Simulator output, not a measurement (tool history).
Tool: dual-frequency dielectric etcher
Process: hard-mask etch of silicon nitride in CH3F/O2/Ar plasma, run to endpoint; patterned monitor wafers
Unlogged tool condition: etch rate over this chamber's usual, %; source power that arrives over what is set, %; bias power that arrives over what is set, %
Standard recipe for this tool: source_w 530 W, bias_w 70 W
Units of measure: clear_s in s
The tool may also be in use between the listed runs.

run	hour	source_w	bias_w	wafers since the last listed run	hours since the last wet clean	hours since the last source power generator calibration	hours since the last bias power generator calibration	hours since the last upper electrode change	incoming incoming film thickness, nm	clear_s
1	0	600	58	0	316.5	1924.7	2380.9	1930	45.09	56.1
2	34.9	530	70	485	351.4	1959.6	2415.8	1964.9	45.77	55.7
3	63.2	530	70	393	379.7	1987.9	2444.1	1993.2	45.25	54.9
4	95	530	70	442	411.5	2019.7	2475.9	2025	45.48	55.5
5	115.5	530	70	285	432	2040.2	2496.4	2045.5	45.51	55.2
6	146.8	530	70	435	463.3	2071.5	2527.7	2076.8	45.41	55.1
7	166	530	70	267	482.5	2090.7	2546.9	2096	45.87	56.1
8	193.1	630	70	377	509.6	2117.8	2574	2123.1	44.86	50.7
# hour 221: wet clean of the chamber
9	289.2	630	70	1003	68.2	2213.9	2670.1	2219.2	45.69	51.5
10	305.6	630	70	228	84.6	2230.3	2686.5	2235.6	45.84	51.7
# hour 320.3: bias power generator calibrated
11	321.2	530	70	161	100.2	2245.9	0.9	2251.2	45.48	54.9
12	356	530	70	484	135	2280.7	35.7	2286	45.96	54.9
13	375.8	530	70	275	154.8	2300.5	55.5	2305.8	45.27	54.7
14	411.6	480	70	498	190.6	2336.3	91.3	2341.6	45.98	57.9
15	428.4	530	70	233	207.4	2353.1	108.1	2358.4	46.03	55.7
16	450.9	530	70	313	229.9	2375.6	130.6	2380.9	46.09	55.7
17	474.7	420	82	331	253.7	2399.4	154.4	2404.7	45.86	56.7
18	491.9	430	77	239	270.9	2416.6	171.6	2421.9	45.32	57.2
19	519.8	490	64	388	298.8	2444.5	199.5	2449.8	45.88	59.1
20	543.7	420	54	332	322.7	2468.4	223.4	2473.7	45.84	68
21	566.3	460	58	314	345.3	2491	246	2496.3	45.51	63.1
22	605.1	620	79	539	384.1	2529.8	284.8	2535.1	45.86	49.7
23	628.6	530	70	326	407.6	2553.3	308.3	2558.6	45.41	55
# hour 640.7: source power generator calibrated
24	654.2	620	63	300	433.2	13.5	333.9	2584.2	45.57	54.6
25	686	410	62	442	465	45.3	365.7	2616	45.52	64.4
# hour 727.5: wet clean of the chamber
26	728	420	52	250	0.5	87.3	407.7	2658	45.73	68.2
27	740.5	530	70	173	13	99.8	420.2	2670.5	45.03	53.9
# hour 772.3: upper electrode replaced, of another model than before
28	772.8	470	82	115	45.3	132.1	452.5	0.5	45.49	52
29	800.6	630	87	386	73.1	159.9	480.3	28.3	45.69	43.6
30	829.6	530	70	403	102.1	188.9	509.3	57.3	46.42	55.8
31	844.9	440	75	212	117.4	204.2	524.6	72.6	45.93	58.5
32	945.1	430	70	1394	217.6	304.4	624.8	172.8	45.39	61.7
33	960.2	480	76	210	232.7	319.5	639.9	187.9	45.42	55.2
34	1055.1	530	70	1320	327.6	414.4	734.8	282.8	45.53	55
35	1080.2	660	59	349	352.7	439.5	759.9	307.9	46.18	56
36	1115.5	530	70	491	388	474.8	795.2	343.2	45.59	55.2

Some steps in clear_s, run to run, broken into two amounts with sign: the step expected even without the hidden condition (settings, incoming material, random variation), and the rest, left for the hidden condition together with whatever gauge scatter is not in both the measured and the hidden-condition-free result:
Run 8 -> 9: wet clean of the chamber. clear_s +0.8 s: hidden state -0.7, all else +1.5.
Run 21 -> 22: source_w 460 -> 620, bias_w 58 -> 79. clear_s -13.4 s: hidden state -0.1, all else -13.3.
Run 25 -> 26: source_w 410 -> 420, bias_w 62 -> 52, wet clean of the chamber. clear_s +3.8 s: hidden state -1, all else +4.8.
Run 26 -> 27: source_w 420 -> 530, bias_w 52 -> 70. clear_s -14.3 s: hidden state +0, all else -14.3.
Run 29 -> 30: source_w 630 -> 530, bias_w 87 -> 70. clear_s +12.2 s: hidden state +0.2, all else +12.
Run 31 -> 32: source_w 440 -> 430, bias_w 75 -> 70. clear_s +3.2 s: hidden state +0.3, all else +2.9.

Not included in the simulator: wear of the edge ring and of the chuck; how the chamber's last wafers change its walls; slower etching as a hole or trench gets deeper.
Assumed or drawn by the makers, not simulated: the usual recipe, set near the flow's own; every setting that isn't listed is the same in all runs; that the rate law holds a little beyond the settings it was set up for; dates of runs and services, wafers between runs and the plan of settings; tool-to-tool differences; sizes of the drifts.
